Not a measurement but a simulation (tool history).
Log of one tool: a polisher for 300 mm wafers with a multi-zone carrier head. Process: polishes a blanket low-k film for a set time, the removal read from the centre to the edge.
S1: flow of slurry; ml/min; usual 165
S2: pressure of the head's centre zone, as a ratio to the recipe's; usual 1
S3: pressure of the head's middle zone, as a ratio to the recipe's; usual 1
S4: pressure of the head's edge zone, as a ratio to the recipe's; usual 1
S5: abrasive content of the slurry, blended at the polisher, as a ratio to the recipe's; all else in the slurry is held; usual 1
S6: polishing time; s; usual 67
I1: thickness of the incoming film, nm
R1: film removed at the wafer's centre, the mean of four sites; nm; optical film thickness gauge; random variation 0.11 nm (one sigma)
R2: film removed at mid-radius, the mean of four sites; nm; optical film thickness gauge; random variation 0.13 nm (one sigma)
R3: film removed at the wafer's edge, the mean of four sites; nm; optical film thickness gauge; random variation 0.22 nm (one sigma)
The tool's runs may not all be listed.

run	day	S1	S2	S3	S4	S5	S6	I1	R1	R2	R3
1	0	165	1	1	1	1	73	620.6	19.4	18.9	19
2	0.729	165	1	1.06	1	1	61	623.6	16	16.3	15.7
3	1.246	165	1	1	1	1	51	624.3	13.6	13	13.3
4	1.758	165	1	1	1	1	51	615.3	13.5	13.2	13.5
5	2.388	165	1	1	1	1	51	626	13.3	13.1	13.6
# day 3.588: edge zone pressure recalibrated
# day 3.658: centre zone pressure recalibrated
6	4.012	165	1	1	1	1	67	634.4	17.5	17	18.1
# day 4.571: slurry nozzle cleaned
# day 4.7: carrier head's membrane replaced by a new one
7	4.721	165	1	1	1	1	67	623.6	17.5	17.3	17.6
8	4.85	165	1	1	1	1	67	629.7	17.3	17.2	17.6
9	5.208	165	1	1.06	1	1	85	622.1	22.4	22.7	22.2
10	5.812	165	1	1	1	1	67	628.2	17.6	17.1	17.1
11	6.562	165	1	1	1	1	67	614.1	17.2	17	17.4
12	7.042	165	1	1	1	1	67	619.2	17.1	16.8	17.7
13	7.404	165	1	1.06	1	1.15	67	625.1	18.7	19.1	18.4
14	7.938	165	1	1	1	1	67	612.1	17.2	16.7	17.1
15	8.35	165	1	1	1	1	67	623.4	17.1	16.7	16.8
# day 8.729: worn pad replaced by a new one
16	8.75	165	1	1.11	1	1.25	67	613.5	20.3	21.5	20
17	9.096	165	1.08	1.06	1.05	0.75	67	616.9	15.1	14.1	14.3
18	9.388	165	1	1	1	1.1	67	606.8	19.1	18.3	18.7
19	9.833	165	1	0.96	1	1.1	67	615.7	18.8	18	18.7
20	10.562	195	1	1	1	1	67	619.8	18.1	17.7	18.2
21	10.879	135	1	0.92	1	1	88	629.6	22.6	20.9	23.5
22	11.467	165	1	0.96	1	1	55	629.2	14.7	13.9	14.6
23	12.067	165	0.95	1	1	1	67	627.1	16.7	17.3	17.9

Forecast each of these 3 alternatives for the next run:
A	12.083	165	1	1	1	1	67	625.9	?	?	?
B	12.083	165	1	1	0.91	1	48	625.9	?	?	?
C	12.083	165	1	0.93	1	1	67	625.9	?	?	?

run	R1	R2	R3
A	17.9	17.3	17.9
B	12.8	12.4	12.2
C	17.9	16.5	17.9
Without the tool's hidden state the same runs would have given:
run	R1	R2	R3
A	18	17.3	18
B	12.9	12.4	12.3
C	18	16.5	18
